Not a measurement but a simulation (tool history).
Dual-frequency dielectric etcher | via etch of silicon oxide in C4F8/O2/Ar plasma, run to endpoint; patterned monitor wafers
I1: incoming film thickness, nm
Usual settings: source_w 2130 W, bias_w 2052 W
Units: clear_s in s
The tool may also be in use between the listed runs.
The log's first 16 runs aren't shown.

At hour 1054.5: bias power generator calibrated.
Run 17, hour 1083.1: usual settings but source_w 2510 W, bias_w 1558 W; I1 1230.1. Result: clear_s 249.8 s.
At hour 1108.6: wet clean of the chamber.
Run 18, hour 1137.5: usual settings; I1 1226.8. Result: clear_s 238.5 s.
Run 19, hour 1208.6: usual settings but source_w 2550 W, bias_w 2464 W; I1 1244.1. Result: clear_s 212.5 s.
Run 20, hour 1291: usual settings but bias_w 2408 W; I1 1232.5. Result: clear_s 228 s.
Run 21, hour 1393: usual settings but source_w 2600 W, bias_w 1759 W; I1 1240.6. Result: clear_s 239.4 s.
Run 22, hour 1452.3: usual settings but bias_w 1597 W; I1 1227. Result: clear_s 261.9 s.
Run 23, hour 1537.7: usual settings but source_w 1930 W, bias_w 2429 W; I1 1235.6. Result: clear_s 230.2 s.
Run 24, hour 1630.9: usual settings but bias_w 1576 W; I1 1233.2. Result: clear_s 265.3 s.
At hour 1656.6: wet clean of the chamber.
Run 25, hour 1710.9: usual settings; I1 1224. Result: clear_s 235.3 s.
Run 26, hour 1807.7: usual settings but source_w 1920 W; I1 1225.6. Result: clear_s 245 s.
Run 27, hour 1909.9: usual settings but source_w 1720 W; I1 1230.4. Result: clear_s 254.7 s.
Run 28, hour 1983.7: usual settings; I1 1231.9. Result: clear_s 239.1 s.
Run 29, hour 2021.4: usual settings but bias_w 1891 W; I1 1234.3. Result: clear_s 249.3 s.
Run 30, hour 2092.5: usual settings but source_w 1730 W, bias_w 2224 W; I1 1239.2. Result: clear_s 246 s.
Run 31, hour 2131.1: usual settings; I1 1230.2. Result: clear_s 239 s.
Run 32, hour 2168: usual settings but source_w 2660 W, bias_w 1923 W; I1 1242.6. Result: clear_s 230 s.
At hour 2194.5: wet clean of the chamber.
Run 33, hour 2214.2: usual settings but source_w 1740 W, bias_w 2274 W; I1 1228.9. Result: clear_s 240.4 s.
Run 34, hour 2264.6: usual settings but source_w 2410 W, bias_w 1834 W; I1 1232.3. Result: clear_s 238.1 s.

5 ways to go on from here, each from the tool as it stands after run 34. What would each give?
Run A, hour 2265.1: usual settings but bias_w 1868 W; I1 1233.6. Result: clear_s ?.
Run B, hour 2265.1: usual settings but source_w 1770 W, bias_w 1581 W; I1 1233.6. Result: clear_s ?.
Run C, hour 2265.1: usual settings but bias_w 2423 W; I1 1233.6. Result: clear_s ?.
Run D, hour 2265.1: usual settings but source_w 1800 W, bias_w 1842 W; I1 1233.6. Result: clear_s ?.
Run E, hour 2265.1: usual settings but source_w 2290 W, bias_w 1873 W; I1 1233.6. Result: clear_s ?.

run  clear_s
  A    248.6
  B    279.5
  C    225.3
  D    262.3
  E      243
Without the tool's hidden state the same runs would have given:
run  clear_s
  A    248.6
  B    279.5
  C    225.3
  D    262.3
  E      243

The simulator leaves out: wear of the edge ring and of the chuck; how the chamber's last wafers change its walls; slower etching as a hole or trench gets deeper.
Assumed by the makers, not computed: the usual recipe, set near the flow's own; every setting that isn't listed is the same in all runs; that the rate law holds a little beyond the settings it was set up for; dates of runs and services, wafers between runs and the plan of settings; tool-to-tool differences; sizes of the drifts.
